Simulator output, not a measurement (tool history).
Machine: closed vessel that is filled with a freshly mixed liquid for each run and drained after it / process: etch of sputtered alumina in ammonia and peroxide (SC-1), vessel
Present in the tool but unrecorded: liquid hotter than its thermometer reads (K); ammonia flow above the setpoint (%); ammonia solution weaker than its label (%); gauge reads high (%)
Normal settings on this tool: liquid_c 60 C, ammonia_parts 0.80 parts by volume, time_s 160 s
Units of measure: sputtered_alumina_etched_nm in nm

run	hour	liquid_c	ammonia_parts	time_s	wafers since the last listed run	hours since the thermometer was replaced	hours since the ammonia flow meter was replaced	hours since the drum of ammonia solution was connected	hours since the gauge calibration	read-back film thickness of the sputtered alumina reference wafer, read on the same gauge (nm)	sputtered_alumina_etched_nm
1	0.0	60	0.80	160	0	229.2	890.8	663.3	1815.9	143.08	12.55
2	54.6	60	0.80	160	3347	283.8	945.4	717.9	1870.5	142.82	12.58
3	122.2	60	0.80	160	4145	351.4	1013.0	785.5	1938.1	142.47	12.56
4	171.7	60	0.80	160	3035	400.9	1062.5	835.0	1987.6	142.26	12.54
5	215.4	60	0.80	100	2679	444.6	1106.2	878.7	2031.3	141.99	7.84
# hour 227.6: new drum of ammonia solution connected
6	289.6	65	0.80	160	4488	518.8	1180.4	62.0	2105.5	141.65	16.12
# hour 408.7: gauge calibrated
7	496.5	65	0.80	160	12686	725.7	1387.3	268.9	87.8	149.32	16.85
8	577.9	65	0.80	160	4991	807.1	1468.7	350.3	169.2	148.92	16.84
9	618.9	60	0.80	160	2513	848.1	1509.7	391.3	210.2	148.71	13.11
10	674.6	60	0.80	160	3415	903.8	1565.4	447.0	265.9	148.47	12.99
11	726.5	60	0.80	160	3182	955.7	1617.3	498.9	317.8	148.16	12.90
# hour 798.7: thermometer replaced
12	799.2	56	1.20	195	4396	0.5	1690.0	571.6	390.5	147.83	13.33
13	859.2	68	0.95	220	3679	60.5	1750.0	631.6	450.5	147.48	26.99
14	942.5	69	0.60	160	5107	143.8	1833.3	714.9	533.8	147.08	19.66
# hour 982.8: ammonia flow meter replaced
15	999.7	60	0.80	100	3445	201.0	16.9	772.1	591.0	146.82	8.14
16	1056.6	60	1.20	240	3488	257.9	73.8	829.0	647.9	146.55	20.05
17	1096.1	60	1.10	75	2422	297.4	113.3	868.5	687.4	146.33	6.19
18	1132.6	60	0.65	160	2238	333.9	149.8	905.0	723.9	146.17	12.62
# hour 1153.0: new drum of ammonia solution connected
19	1172.1	60	0.55	130	2360	373.4	189.3	19.1	763.4	145.92	10.01
20	1260.3	60	0.80	160	5408	461.6	277.5	107.3	851.6	145.47	12.70
21	1351.4	60	1.00	160	5585	552.7	368.6	198.4	942.7	145.04	12.98

What will run 22 give?
22	1420.2	60	0.80	190	4218	621.5	437.4	267.2	1011.5	?	?

Run 22 came out at read-back film thickness of the sputtered alumina reference wafer, read on the same gauge (nm) 144.71, sputtered_alumina_etched_nm 15.01 nm.
If the tool had no hidden condition, the same run with the same run-to-run variation would have returned sputtered_alumina_etched_nm 15.56 nm.
